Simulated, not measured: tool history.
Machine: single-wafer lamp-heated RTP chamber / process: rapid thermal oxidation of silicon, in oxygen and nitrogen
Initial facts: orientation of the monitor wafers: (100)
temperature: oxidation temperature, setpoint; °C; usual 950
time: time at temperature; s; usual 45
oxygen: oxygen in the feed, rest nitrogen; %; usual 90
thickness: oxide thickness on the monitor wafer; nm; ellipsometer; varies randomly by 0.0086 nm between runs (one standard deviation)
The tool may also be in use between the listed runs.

| run | day | temperature | time | oxygen | wafers since the last listed run | wafers since the last pyrometer calibration | hours since the oxygen flow controller was replaced | hours since the gauge calibration | read-back reference wafer on the same gauge, thickness | thickness |
|---|---|---|---|---|---|---|---|---|---|---|
| 1 | 0 | 950 | 45 | 90 | 0 | 404 | 2676.5 | 721.9 | 3.738 | 3.603 |
| 2 | 2.962 | 950 | 45 | 90 | 935 | 1340 | 2747.6 | 793 | 3.739 | 3.612 |
| 3 | 4.933 | 950 | 45 | 90 | 622 | 1963 | 2794.9 | 840.3 | 3.741 | 3.622 |
| 4 | 6 | 950 | 45 | 90 | 336 | 2300 | 2820.5 | 865.9 | 3.74 | 3.63 |
| 5 | 8.688 | 957 | 45 | 67 | 848 | 3149 | 2885 | 930.4 | 3.741 | 3.524 |
| 6 | 9.758 | 957 | 45 | 67 | 338 | 3487 | 2910.7 | 956.1 | 3.741 | 3.516 |
| 7 | 11.879 | 950 | 45 | 90 | 669 | 4157 | 2961.6 | 1007 | 3.739 | 3.668 |
| 8 | 13.988 | 941 | 45 | 90 | 665 | 4823 | 3012.2 | 1057.6 | 3.739 | 3.46 |
| 9 | 15.708 | 941 | 45 | 90 | 543 | 5366 | 3053.5 | 1098.9 | 3.739 | 3.469 |
|  | 17.333 | pyrometer window cleaned and pyrometer calibrated |
| 10 | 18.012 | 941 | 45 | 90 | 622 | 214 | 3108.8 | 1154.2 | 3.74 | 3.392 |
| 11 | 19.738 | 950 | 45 | 90 | 544 | 759 | 3150.2 | 1195.6 | 3.741 | 3.602 |
| 12 | 21.067 | 950 | 45 | 90 | 419 | 1179 | 3182.1 | 1227.5 | 3.741 | 3.599 |
| 13 | 23.454 | 950 | 45 | 90 | 754 | 1933 | 3239.4 | 1284.8 | 3.74 | 3.623 |
| 14 | 24.871 | 936 | 45 | 90 | 447 | 2381 | 3273.4 | 1318.8 | 3.741 | 3.336 |
| 15 | 25.9 | 936 | 45 | 90 | 325 | 2706 | 3298.1 | 1343.5 | 3.74 | 3.337 |
| 16 | 27.188 | 930 | 39 | 90 | 406 | 3113 | 3329 | 1374.4 | 3.741 | 3.079 |
| 17 | 29.65 | 942 | 45 | 90 | 777 | 3890 | 3388.1 | 1433.5 | 3.741 | 3.472 |
| 18 | 32.621 | 950 | 62 | 90 | 938 | 4829 | 3459.4 | 1504.8 | 3.741 | 4.188 |
|  | 34.138 | oxygen flow controller replaced |
|  | 35.104 | gauge calibrated |
| 19 | 35.288 | 950 | 52 | 90 | 737 | 5566 | 27.6 | 4.4 | 3.74 | 3.897 |
|  | 37.742 | pyrometer window cleaned and pyrometer calibrated |
| 20 | 38.096 | 957 | 45 | 67 | 781 | 111 | 95 | 71.8 | 3.741 | 3.466 |
| 21 | 39.342 | 961 | 56 | 90 | 393 | 504 | 124.9 | 101.7 | 3.74 | 4.239 |
| 22 | 43.021 | 963 | 59 | 98 | 1162 | 1667 | 213.2 | 190 | 3.739 | 4.552 |
| 23 | 44.308 | 950 | 36 | 81 | 406 | 2073 | 244.1 | 220.9 | 3.74 | 3.267 |
| 24 | 45.817 | 930 | 53 | 77 | 476 | 2550 | 280.3 | 257.1 | 3.741 | 3.283 |
| 25 | 48.3 | 973 | 26 | 98 | 784 | 3334 | 339.9 | 316.7 | 3.741 | 3.544 |
| 26 | 50.858 | 942 | 59 | 98 | 808 | 4142 | 401.3 | 378.1 | 3.741 | 3.966 |
| 27 | 53.721 | 950 | 45 | 90 | 904 | 5047 | 470 | 446.8 | 3.739 | 3.702 |
| 28 | 56.188 | 950 | 45 | 90 | 779 | 5826 | 529.2 | 506 | 3.741 | 3.714 |
| 29 | 58.35 | 950 | 45 | 90 | 683 | 6509 | 581.1 | 557.9 | 3.74 | 3.713 |
|  | 60.312 | pyrometer window cleaned and pyrometer calibrated |
| 30 | 60.929 | 950 | 45 | 66 | 709 | 194 | 643 | 619.8 | 3.738 | 3.303 |
| 31 | 62.592 | 950 | 45 | 90 | 525 | 719 | 682.9 | 659.7 | 3.741 | 3.587 |
| 32 | 64.271 | 950 | 45 | 90 | 530 | 1249 | 723.2 | 700 | 3.741 | 3.595 |
| 33 | 66.788 | 950 | 45 | 74 | 794 | 2044 | 783.6 | 760.4 | 3.74 | 3.444 |
| 34 | 68.625 | 979 | 23 | 98 | 580 | 2625 | 827.7 | 804.5 | 3.74 | 3.499 |
| 35 | 69.646 | 975 | 61 | 72 | 322 | 2947 | 852.2 | 829 | 3.741 | 4.561 |
| 36 | 75.021 | 950 | 26 | 98 | 1697 | 4645 | 981.2 | 958 | 3.74 | 3.09 |
| 37 | 76.975 | 967 | 30 | 78 | 617 | 5263 | 1028.1 | 1004.9 | 3.741 | 3.387 |
|  | 79.992 | pyrometer window cleaned and pyrometer calibrated |
| 38 | 84.417 | 950 | 45 | 90 | 2245 | 1397 | 1206.7 | 1183.5 | 3.74 | 3.618 |

Measured less the same run without the tool's hidden state. The same run-to-run variation is in both; the gauge's scatter may not be:
Hidden state present: true wafer temperature minus pyrometer reading, K; deviation of the oxygen flow from its setpoint, %; gauge reads high (%).
| run | thickness |
|---|---|
| 1 | +0.016 |
| 2 | +0.032 |
| 3 | +0.042 |
| 4 | +0.048 |
| 5 | +0.058 |
| 6 | +0.063 |
| 7 | +0.081 |
| 8 | +0.083 |
| 9 | +0.092 |
| 10 | +0.013 |
| 11 | +0.024 |
| 12 | +0.031 |
| 13 | +0.044 |
| 14 | +0.044 |
| 15 | +0.049 |
| 16 | +0.046 |
| 17 | +0.071 |
| 18 | +0.116 |
| 19 | +0.12 |
| 20 | +0.021 |
| 21 | +0.038 |
| 22 | +0.07 |
| 23 | +0.046 |
| 24 | +0.052 |
| 25 | +0.075 |
| 26 | +0.106 |
| 27 | +0.109 |
| 28 | +0.124 |
| 29 | +0.136 |
| 30 | +0.007 |
| 31 | +0.016 |
| 32 | +0.026 |
| 33 | +0.036 |
| 34 | +0.047 |
| 35 | +0.076 |
| 36 | +0.061 |
| 37 | +0.082 |
| 38 | +0.032 |
